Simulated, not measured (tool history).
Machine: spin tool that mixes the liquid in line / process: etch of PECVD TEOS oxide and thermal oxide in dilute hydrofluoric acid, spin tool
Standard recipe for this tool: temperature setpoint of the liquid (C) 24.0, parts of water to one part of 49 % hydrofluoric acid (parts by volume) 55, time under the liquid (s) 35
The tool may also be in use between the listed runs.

run	day	temperature setpoint of the liquid (C)	parts of water to one part of 49 % hydrofluoric acid (parts by volume)	time under the liquid (s)	wafers since the last listed run	hours since the thermometer was replaced	hours since the hydrofluoric acid flow meter was replaced	hours since the gauge calibration	read-back film thickness of the PECVD TEOS oxide reference wafer, read on the same gauge (nm)	read-back film thickness of the thermal oxide reference wafer, read on the same gauge (nm)	thickness taken off the PECVD TEOS oxide on a monitor wafer (angstrom)	thickness taken off the thermal oxide on a monitor wafer (angstrom)
1	0.000	24.0	55	35	0	2815.7	1511.4	129.8	140.01	79.988	126.9	26.96
2	1.071	24.0	55	35	291	2841.4	1537.1	155.5	140.01	80.001	126.7	27.03
3	1.692	25.5	55	35	168	2856.3	1552.0	170.4	140.02	80.038	133.6	28.63
4	2.467	24.0	55	35	210	2874.9	1570.6	189.0	140.04	80.000	126.0	26.58
5	3.683	24.0	55	35	330	2904.1	1599.8	218.2	139.98	79.997	125.4	27.23
6	4.379	24.0	55	35	189	2920.8	1616.5	234.9	139.96	79.991	124.3	26.78
7	5.429	24.0	55	35	285	2946.0	1641.7	260.1	139.97	79.984	124.9	26.84
8	6.767	24.0	55	35	363	2978.1	1673.8	292.2	139.99	79.988	123.7	26.23
9	7.800	24.0	55	35	280	3002.9	1698.6	317.0	140.01	79.991	123.8	26.84
10	9.129	24.0	55	35	361	3034.8	1730.5	348.9	139.93	80.016	123.7	26.61
11	9.988	28.0	35	20	233	3055.4	1751.1	369.5	140.00	80.000	134.7	29.13
# day 10.867: gauge calibrated
12	11.025	28.0	35	20	282	3080.3	1776.0	3.8	139.98	80.029	134.3	28.57
13	11.575	24.0	35	35	149	3093.5	1789.2	17.0	139.99	79.993	198.9	42.60
# day 12.617: thermometer replaced
14	12.638	20.0	55	55	277	0.5	1814.7	42.5	140.00	80.007	162.5	34.71
15	13.725	28.0	55	35	295	26.6	1840.8	68.6	140.05	80.012	144.4	30.67
# day 14.788: hydrofluoric acid flow meter replaced
16	17.900	24.0	80	50	1123	126.8	74.7	168.8	140.00	79.997	133.0	28.60
17	18.825	20.5	35	35	251	149.0	96.9	191.0	140.02	80.004	192.9	42.40
18	19.538	24.0	65	45	193	166.1	114.0	208.1	140.01	79.996	147.8	32.11
19	20.712	25.5	35	35	319	194.3	142.2	236.3	140.00	79.995	239.4	51.45

Below are 3 alternative next runs, each starting from the tool's condition after run 19. Predict each:
A	20.729	24.0	55	35	4	194.7	142.6	236.7	?	?	?	?
B	20.729	24.0	55	55	4	194.7	142.6	236.7	?	?	?	?
C	20.729	19.5	55	35	4	194.7	142.6	236.7	?	?	?	?

run	read-back film thickness of the PECVD TEOS oxide reference wafer, read on the same gauge (nm)	read-back film thickness of the thermal oxide reference wafer, read on the same gauge (nm)	thickness taken off the PECVD TEOS oxide on a monitor wafer (angstrom)	thickness taken off the thermal oxide on a monitor wafer (angstrom)
A	139.99	79.987	139.3	29.83
B	139.99	79.987	219.0	46.88
C	139.99	79.987	115.5	24.72
With the hidden condition removed and each run's random variation left untouched, the same runs would have given:
run	thickness taken off the PECVD TEOS oxide on a monitor wafer (angstrom)	thickness taken off the thermal oxide on a monitor wafer (angstrom)
A	140.7	30.13
B	221.2	47.34
C	116.6	24.97
